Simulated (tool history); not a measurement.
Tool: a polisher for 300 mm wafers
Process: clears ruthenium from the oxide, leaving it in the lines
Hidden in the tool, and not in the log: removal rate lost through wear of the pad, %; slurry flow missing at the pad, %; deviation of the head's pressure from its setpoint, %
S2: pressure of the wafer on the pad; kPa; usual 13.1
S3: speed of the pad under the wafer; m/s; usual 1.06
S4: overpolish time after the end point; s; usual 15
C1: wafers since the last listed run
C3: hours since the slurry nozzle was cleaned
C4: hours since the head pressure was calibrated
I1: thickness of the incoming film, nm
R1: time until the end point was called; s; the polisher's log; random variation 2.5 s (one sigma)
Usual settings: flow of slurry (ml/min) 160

{"run": 1, "hour": 0.0, "flow of slurry (ml/min)": 180, "S2": 10.3, "S3": 1.06, "S4": 15, "C1": 0, "wafers polished on this pad": 835, "C3": 89.5, "C4": 678.1, "I1": 150.7, "R1": 174.4}
{"run": 2, "hour": 80.8, "flow of slurry (ml/min)": 160, "S2": 13.1, "S3": 1.06, "S4": 15, "C1": 612, "wafers polished on this pad": 1447, "C3": 170.3, "C4": 758.9, "I1": 147.9, "R1": 156.8}
{"run": 3, "hour": 137.1, "flow of slurry (ml/min)": 160, "S2": 13.1, "S3": 1.06, "S4": 15, "C1": 426, "wafers polished on this pad": 1873, "C3": 226.6, "C4": 815.2, "I1": 150.0, "R1": 159.9}
{"run": 4, "hour": 240.5, "flow of slurry (ml/min)": 160, "S2": 13.1, "S3": 1.34, "S4": 15, "C1": 783, "wafers polished on this pad": 2657, "C3": 330.0, "C4": 918.6, "I1": 149.4, "R1": 127.6}
{"hour": 285.8, "done": "worn pad replaced by a new one"}
{"run": 5, "hour": 289.2, "flow of slurry (ml/min)": 160, "S2": 13.1, "S3": 1.34, "S4": 15, "C1": 338, "wafers polished on this pad": 25, "C3": 378.7, "C4": 967.3, "I1": 147.0, "R1": 122.1}
{"run": 6, "hour": 337.6, "flow of slurry (ml/min)": 160, "S2": 13.1, "S3": 1.34, "S4": 15, "C1": 366, "wafers polished on this pad": 392, "C3": 427.1, "C4": 1015.7, "I1": 153.2, "R1": 126.8}
{"run": 7, "hour": 375.5, "flow of slurry (ml/min)": 160, "S2": 13.1, "S3": 1.06, "S4": 15, "C1": 287, "wafers polished on this pad": 679, "C3": 465.0, "C4": 1053.6, "I1": 151.6, "R1": 156.7}
{"hour": 423.4, "done": "slurry nozzle cleaned"}
{"run": 8, "hour": 456.3, "flow of slurry (ml/min)": 160, "S2": 13.1, "S3": 1.06, "S4": 15, "C1": 604, "wafers polished on this pad": 1283, "C3": 32.9, "C4": 1134.4, "I1": 149.1, "R1": 160.9}
{"run": 9, "hour": 498.0, "flow of slurry (ml/min)": 180, "S2": 13.1, "S3": 1.06, "S4": 15, "C1": 315, "wafers polished on this pad": 1599, "C3": 74.6, "C4": 1176.1, "I1": 150.1, "R1": 156.0}
{"run": 10, "hour": 581.4, "flow of slurry (ml/min)": 180, "S2": 13.1, "S3": 1.06, "S4": 15, "C1": 631, "wafers polished on this pad": 2231, "C3": 158.0, "C4": 1259.5, "I1": 146.8, "R1": 155.4}
{"run": 11, "hour": 636.1, "flow of slurry (ml/min)": 180, "S2": 13.1, "S3": 1.06, "S4": 15, "C1": 414, "wafers polished on this pad": 2645, "C3": 212.7, "C4": 1314.2, "I1": 149.8, "R1": 156.0}
{"hour": 718.1, "done": "worn pad replaced by a new one"}
{"run": 12, "hour": 728.1, "flow of slurry (ml/min)": 160, "S2": 13.1, "S3": 1.36, "S4": 15, "C1": 666, "wafers polished on this pad": 75, "C3": 304.7, "C4": 1406.2, "I1": 152.0, "R1": 123.6}
{"hour": 797.3, "done": "head pressure recalibrated"}
{"run": 13, "hour": 835.9, "flow of slurry (ml/min)": 160, "S2": 13.1, "S3": 1.36, "S4": 15, "C1": 801, "wafers polished on this pad": 877, "C3": 412.5, "C4": 38.6, "I1": 149.8, "R1": 123.1}
{"hour": 841.9, "done": "slurry nozzle cleaned"}
{"run": 14, "hour": 917.8, "flow of slurry (ml/min)": 160, "S2": 13.1, "S3": 1.06, "S4": 15, "C1": 612, "wafers polished on this pad": 1490, "C3": 75.9, "C4": 120.5, "I1": 151.7, "R1": 161.6}
{"run": 15, "hour": 1011.7, "flow of slurry (ml/min)": 160, "S2": 9.7, "S3": 1.06, "S4": 15, "C1": 711, "wafers polished on this pad": 2201, "C3": 169.8, "C4": 214.4, "I1": 148.8, "R1": 193.0}
{"run": 16, "hour": 1111.3, "flow of slurry (ml/min)": 160, "S2": 11.0, "S3": 0.92, "S4": 15, "C1": 754, "wafers polished on this pad": 2956, "C3": 269.4, "C4": 314.0, "I1": 151.6, "R1": 203.7}
{"hour": 1132.8, "done": "worn pad replaced by a new one"}
{"hour": 1241.0, "done": "slurry nozzle cleaned"}
{"run": 17, "hour": 1411.5, "flow of slurry (ml/min)": 180, "S2": 13.1, "S3": 1.06, "S4": 15, "C1": 2236, "wafers polished on this pad": 2103, "C3": 170.5, "C4": 614.2, "I1": 150.5, "R1": 159.7}
{"run": 18, "hour": 1504.1, "flow of slurry (ml/min)": 160, "S2": 13.1, "S3": 1.06, "S4": 15, "C1": 701, "wafers polished on this pad": 2805, "C3": 263.1, "C4": 706.8, "I1": 147.6, "R1": 158.1}
{"hour": 1592.1, "done": "worn pad replaced by a new one"}
{"run": 19, "hour": 1592.6, "flow of slurry (ml/min)": 180, "S2": 13.1, "S3": 1.06, "S4": 15, "C1": 640, "wafers polished on this pad": 4, "C3": 351.6, "C4": 795.3, "I1": 150.7, "R1": 152.1}
{"hour": 1631.0, "done": "slurry nozzle cleaned"}
{"run": 20, "hour": 1634.8, "flow of slurry (ml/min)": 110, "S2": 11.0, "S3": 0.7, "S4": 7, "C1": 312, "wafers polished on this pad": 316, "C3": 3.8, "C4": 837.5, "I1": 149.1, "R1": 279.9}
{"run": 21, "hour": 1724.8, "flow of slurry (ml/min)": 200, "S2": 13.1, "S3": 1.06, "S4": 21, "C1": 681, "wafers polished on this pad": 998, "C3": 93.8, "C4": 927.5, "I1": 150.6, "R1": 153.0}
{"run": 22, "hour": 1795.7, "flow of slurry (ml/min)": 160, "S2": 13.1, "S3": 1.06, "S4": 15, "C1": 537, "wafers polished on this pad": 1535, "C3": 164.7, "C4": 998.4, "I1": 149.0, "R1": 157.3}
{"run": 23, "hour": 1847.9, "flow of slurry (ml/min)": 140, "S2": 13.1, "S3": 1.06, "S4": 15, "C1": 395, "wafers polished on this pad": 1930, "C3": 216.9, "C4": 1050.6, "I1": 147.4, "R1": 159.6}
{"run": 24, "hour": 1944.2, "flow of slurry (ml/min)": 160, "S2": 9.0, "S3": 1.2, "S4": 21, "C1": 729, "wafers polished on this pad": 2660, "C3": 313.2, "C4": 1146.9, "I1": 151.6, "R1": 182.6}
{"run": 25, "hour": 1982.0, "flow of slurry (ml/min)": 160, "S2": 13.1, "S3": 1.06, "S4": 23, "C1": 286, "wafers polished on this pad": 2946, "C3": 351.0, "C4": 1184.7, "I1": 152.6, "R1": 165.8}
{"hour": 2079.2, "done": "worn pad replaced by a new one"}
{"run": 26, "hour": 2107.8, "flow of slurry (ml/min)": 160, "S2": 13.1, "S3": 1.06, "S4": 15, "C1": 922, "wafers polished on this pad": 216, "C3": 476.8, "C4": 1310.5, "I1": 150.8, "R1": 152.6}
{"hour": 2150.0, "done": "slurry nozzle cleaned"}
{"run": 27, "hour": 2162.7, "flow of slurry (ml/min)": 120, "S2": 8.3, "S3": 0.88, "S4": 15, "C1": 408, "wafers polished on this pad": 624, "C3": 12.7, "C4": 1365.4, "I1": 149.8, "R1": 251.6}
{"run": 28, "hour": 2266.7, "flow of slurry (ml/min)": 160, "S2": 15.2, "S3": 1.06, "S4": 12, "C1": 787, "wafers polished on this pad": 1412, "C3": 116.7, "C4": 1469.4, "I1": 149.5, "R1": 148.1}

Forecast each of these 3 alternatives for the next run:
{"run": "A", "hour": 2267.2, "flow of slurry (ml/min)": 160, "S2": 13.1, "S3": 1.06, "S4": 15, "C1": 3, "wafers polished on this pad": 1416, "C3": 117.2, "C4": 1469.9, "I1": 151.2, "R1": "?"}
{"run": "B", "hour": 2267.2, "flow of slurry (ml/min)": 110, "S2": 13.1, "S3": 1.06, "S4": 11, "C1": 3, "wafers polished on this pad": 1416, "C3": 117.2, "C4": 1469.9, "I1": 151.2, "R1": "?"}
{"run": "C", "hour": 2267.2, "flow of slurry (ml/min)": 160, "S2": 13.1, "S3": 0.82, "S4": 15, "C1": 3, "wafers polished on this pad": 1416, "C3": 117.2, "C4": 1469.9, "I1": 151.2, "R1": "?"}

run=A R1=160.7
run=B R1=174.6
run=C R1=203.9
Without the tool's hidden state the same runs would have given:
run=A R1=154.4
run=B R1=167.8
run=C R1=196.0
